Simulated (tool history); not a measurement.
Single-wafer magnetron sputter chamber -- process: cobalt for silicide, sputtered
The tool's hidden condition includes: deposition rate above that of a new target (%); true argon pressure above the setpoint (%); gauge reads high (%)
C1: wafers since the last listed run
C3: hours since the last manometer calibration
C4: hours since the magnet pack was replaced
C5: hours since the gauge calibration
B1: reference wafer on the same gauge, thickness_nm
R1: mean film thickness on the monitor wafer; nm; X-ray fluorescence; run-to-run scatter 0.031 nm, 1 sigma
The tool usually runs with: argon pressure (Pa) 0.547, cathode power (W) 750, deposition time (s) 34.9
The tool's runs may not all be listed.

{"run": 1, "hour": 0.0, "argon pressure (Pa)": 0.712, "cathode power (W)": 750, "deposition time (s)": 34.9, "C1": 0, "wafers on the sputter target": 3770, "C3": 327.8, "C4": 4186.9, "C5": 401.6, "B1": 9.694, "R1": 11.035}
{"run": 2, "hour": 36.4, "argon pressure (Pa)": 0.712, "cathode power (W)": 750, "deposition time (s)": 34.9, "C1": 806, "wafers on the sputter target": 4576, "C3": 364.2, "C4": 4223.3, "C5": 438, "B1": 9.701, "R1": 11.007}
{"run": 3, "hour": 117.8, "argon pressure (Pa)": 0.547, "cathode power (W)": 750, "deposition time (s)": 40.3, "C1": 1803, "wafers on the sputter target": 6379, "C3": 445.6, "C4": 4304.7, "C5": 519.4, "B1": 9.697, "R1": 13.404}
{"hour": 216.2, "done": "sputter target and shields replaced"}
{"run": 4, "hour": 216.7, "argon pressure (Pa)": 0.455, "cathode power (W)": 750, "deposition time (s)": 40.5, "C1": 2013, "wafers on the sputter target": 11, "C3": 544.5, "C4": 4403.6, "C5": 618.3, "B1": 9.706, "R1": 13.976}
{"run": 5, "hour": 297.7, "argon pressure (Pa)": 0.455, "cathode power (W)": 750, "deposition time (s)": 40.5, "C1": 1794, "wafers on the sputter target": 1805, "C3": 625.5, "C4": 4484.6, "C5": 699.3, "B1": 9.705, "R1": 13.951}
{"run": 6, "hour": 375.4, "argon pressure (Pa)": 0.597, "cathode power (W)": 750, "deposition time (s)": 34.9, "C1": 1721, "wafers on the sputter target": 3526, "C3": 703.2, "C4": 4562.3, "C5": 777, "B1": 9.711, "R1": 11.465}
{"run": 7, "hour": 426.7, "argon pressure (Pa)": 0.597, "cathode power (W)": 750, "deposition time (s)": 34.9, "C1": 1136, "wafers on the sputter target": 4662, "C3": 754.5, "C4": 4613.6, "C5": 828.3, "B1": 9.697, "R1": 11.404}
{"run": 8, "hour": 503.5, "argon pressure (Pa)": 0.547, "cathode power (W)": 750, "deposition time (s)": 34.9, "C1": 1701, "wafers on the sputter target": 6364, "C3": 831.3, "C4": 4690.4, "C5": 905.1, "B1": 9.704, "R1": 11.54}
{"run": 9, "hour": 608.1, "argon pressure (Pa)": 0.547, "cathode power (W)": 750, "deposition time (s)": 34.9, "C1": 2316, "wafers on the sputter target": 8680, "C3": 935.9, "C4": 4795, "C5": 1009.7, "B1": 9.699, "R1": 11.496}
{"hour": 645.3, "done": "sputter target and shields replaced"}
{"run": 10, "hour": 681.5, "argon pressure (Pa)": 0.629, "cathode power (W)": 750, "deposition time (s)": 34.9, "C1": 1448, "wafers on the sputter target": 802, "C3": 1009.3, "C4": 4868.4, "C5": 1083.1, "B1": 9.702, "R1": 11.466}
{"run": 11, "hour": 773.3, "argon pressure (Pa)": 0.629, "cathode power (W)": 750, "deposition time (s)": 34.9, "C1": 2033, "wafers on the sputter target": 2836, "C3": 1101.1, "C4": 4960.2, "C5": 1174.9, "B1": 9.706, "R1": 11.376}
{"run": 12, "hour": 859.2, "argon pressure (Pa)": 0.547, "cathode power (W)": 750, "deposition time (s)": 34.9, "C1": 1902, "wafers on the sputter target": 4739, "C3": 1187, "C4": 5046.1, "C5": 1260.8, "B1": 9.693, "R1": 11.622}
{"run": 13, "hour": 959.7, "argon pressure (Pa)": 0.74, "cathode power (W)": 600, "deposition time (s)": 38.9, "C1": 2226, "wafers on the sputter target": 6965, "C3": 1287.5, "C4": 5146.6, "C5": 1361.3, "B1": 9.692, "R1": 9.72}
{"run": 14, "hour": 1010.6, "argon pressure (Pa)": 0.629, "cathode power (W)": 750, "deposition time (s)": 34.9, "C1": 1127, "wafers on the sputter target": 8092, "C3": 1338.4, "C4": 5197.5, "C5": 1412.2, "B1": 9.699, "R1": 11.254}
{"hour": 1034.7, "done": "capacitance manometer re-zeroed and calibrated"}
{"run": 15, "hour": 1060.7, "argon pressure (Pa)": 0.547, "cathode power (W)": 750, "deposition time (s)": 34.9, "C1": 932, "wafers on the sputter target": 9025, "C3": 26, "C4": 5247.6, "C5": 1462.3, "B1": 9.695, "R1": 11.486}
{"hour": 1079.3, "done": "sputter target and shields replaced"}
{"hour": 1138.4, "done": "magnet pack replaced"}
{"run": 16, "hour": 1144.7, "argon pressure (Pa)": 0.676, "cathode power (W)": 750, "deposition time (s)": 32.4, "C1": 1506, "wafers on the sputter target": 1270, "C3": 110, "C4": 6.3, "C5": 1546.3, "B1": 9.703, "R1": 10.497}
{"hour": 1361.5, "done": "gauge calibrated"}
{"run": 17, "hour": 1369.2, "argon pressure (Pa)": 0.351, "cathode power (W)": 900, "deposition time (s)": 34.9, "C1": 4972, "wafers on the sputter target": 6243, "C3": 334.5, "C4": 230.8, "C5": 7.7, "B1": 9.699, "R1": 14.834}
{"run": 18, "hour": 1432.3, "argon pressure (Pa)": 0.375, "cathode power (W)": 750, "deposition time (s)": 34.9, "C1": 1397, "wafers on the sputter target": 7640, "C3": 397.6, "C4": 293.9, "C5": 70.8, "B1": 9.697, "R1": 12.208}

Forecast run 19:
{"hour": 1442.6, "done": "sputter target and shields replaced"}
{"run": 19, "hour": 1669.3, "argon pressure (Pa)": 0.347, "cathode power (W)": 900, "deposition time (s)": 32.8, "C1": 5072, "wafers on the sputter target": 5021, "C3": 634.6, "C4": 530.9, "C5": 307.8, "B1": "?", "R1": "?"}

B1: 9.699
R1: 13.972 nm
Had the tool carried no hidden state, the very same run would have given R1 14.155 nm.
